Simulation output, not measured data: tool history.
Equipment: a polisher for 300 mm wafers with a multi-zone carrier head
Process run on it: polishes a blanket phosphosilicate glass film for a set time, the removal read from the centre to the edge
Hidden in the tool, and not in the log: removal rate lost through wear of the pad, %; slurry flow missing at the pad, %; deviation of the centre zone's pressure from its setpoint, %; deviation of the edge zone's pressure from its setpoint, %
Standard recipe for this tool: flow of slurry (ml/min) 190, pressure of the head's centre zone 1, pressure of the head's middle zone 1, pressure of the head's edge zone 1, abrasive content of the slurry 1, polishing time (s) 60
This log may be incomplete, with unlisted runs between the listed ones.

run,day,flow of slurry (ml/min),pressure of the head's centre zone,pressure of the head's middle zone,pressure of the head's edge zone,abrasive content of the slurry,polishing time (s),wafers since the last listed run,wafers polished on this pad,hours since the slurry nozzle was cleaned,hours since the centre zone pressure was calibrated,hours since the edge zone pressure was calibrated,hours since the carrier head's membrane was replaced,"incoming thickness of the incoming film, nm",film removed at the wafer's centre (angstrom),film removed at mid-radius (angstrom),film removed at the wafer's edge (angstrom)
1,0,190,1,1,1,1,60,0,1591,662.5,757.8,677.4,1098,2028.6,6770,6778,6715
# day 1.438: edge zone pressure recalibrated
# day 2.171: slurry nozzle cleaned
2,4.258,240,1,1,1.04,1,60,1632,3224,50.1,860,67.7,1200.2,2027.9,7691,7657,7786
# day 5.438: carrier head's membrane replaced by a new one
3,8.621,190,1,1,1,1,60,1641,4865,154.8,964.7,172.4,76.4,2047.9,7216,7312,7194
4,11.296,190,0.93,1,1,1,60,1056,5922,219,1028.9,236.6,140.6,2033.3,6786,7244,7102
# day 12.367: centre zone pressure recalibrated
5,14.521,190,1,1,1,1.2,60,1241,7163,296.4,51.7,314,218,2017.5,7663,7749,7995
6,18.838,190,1,1,1,1,60,1705,8868,400,155.3,417.6,321.6,2028.9,6952,7004,6960
7,22.579,190,1,1,0.96,1,60,1478,10346,489.8,245.1,507.4,411.4,2039.2,6828,6841,6712
# day 23.85: worn pad replaced by a new one
8,24.158,220,0.91,1,1,1.2,81,558,121,527.7,283,545.3,449.3,2044.3,9673,10626,10900
9,26.646,190,1,1,1,1,60,982,1103,587.4,342.7,605,509,2021.1,6851,6857,6980
# day 29.525: slurry nozzle cleaned
10,30.246,190,1,1,1,1,60,1405,2509,17.3,429.1,691.4,595.4,2056.3,7386,7344,7594
# day 32.05: edge zone pressure recalibrated
11,32.071,190,1,1,1,1,60,688,3197,61.1,472.9,0.5,639.2,2040.3,7357,7262,7436
12,35.388,155,1.04,1,1,1,60,1310,4507,140.7,552.5,80.1,718.8,2029.5,7225,6902,6903
13,39.158,145,1,0.89,1,1,60,1489,5997,231.2,643,170.6,809.3,2065.5,6590,6152,6811
14,41.229,190,1,1,1.11,0.75,60,818,6815,280.9,692.7,220.3,859,2016.3,5941,6012,6183
15,44.1,190,1,1,1,1,44,1134,7949,349.8,761.6,289.2,927.9,2015.4,5103,5172,5179
16,47.812,225,1,1,1.06,1,60,1466,9416,438.9,850.7,378.3,1017,2030.6,7071,7072,7222
17,49.975,190,0.9,1,1,1,60,854,10270,490.8,902.6,430.2,1068.9,2030.6,6099,6776,7032
18,52.654,190,0.94,1,1.07,1,50,1058,11328,555.1,966.9,494.5,1133.2,2029.6,5168,5592,5918
# day 54.454: centre zone pressure recalibrated
19,54.729,190,1,1,1.08,1.2,60,786,12115,604.9,6.6,544.3,1183,2034.6,7141,7247,7690
20,58.654,250,1.08,1,1,1.25,60,1550,13666,699.1,100.8,638.5,1277.2,2031.1,8371,7618,7588
# day 59.754: worn pad replaced by a new one
21,60.367,140,1,1,1,1,60,610,242,740.2,141.9,679.6,1318.3,2028.3,5779,6011,6292

For each run, the measured value with the value that run would have given without the tool's hidden condition subtracted. The run-to-run variation is shared by both, the gauge scatter possibly not:
run,film removed at the wafer's centre (angstrom),film removed at mid-radius (angstrom),film removed at the wafer's edge (angstrom)
1,-817,-719,-510
2,-90,-85,-76
3,-202,-189,-154
4,-261,-257,-206
5,-403,-376,-317
6,-521,-483,-392
7,-668,-615,-491
8,-642,-632,-487
9,-614,-545,-406
10,-119,-110,-96
11,-159,-146,-123
12,-282,-245,-194
13,-401,-338,-289
14,-343,-319,-265
15,-370,-343,-278
16,-585,-541,-456
17,-664,-675,-563
18,-666,-658,-559
19,-1042,-965,-821
20,-1237,-1044,-867
21,-1161,-1033,-718
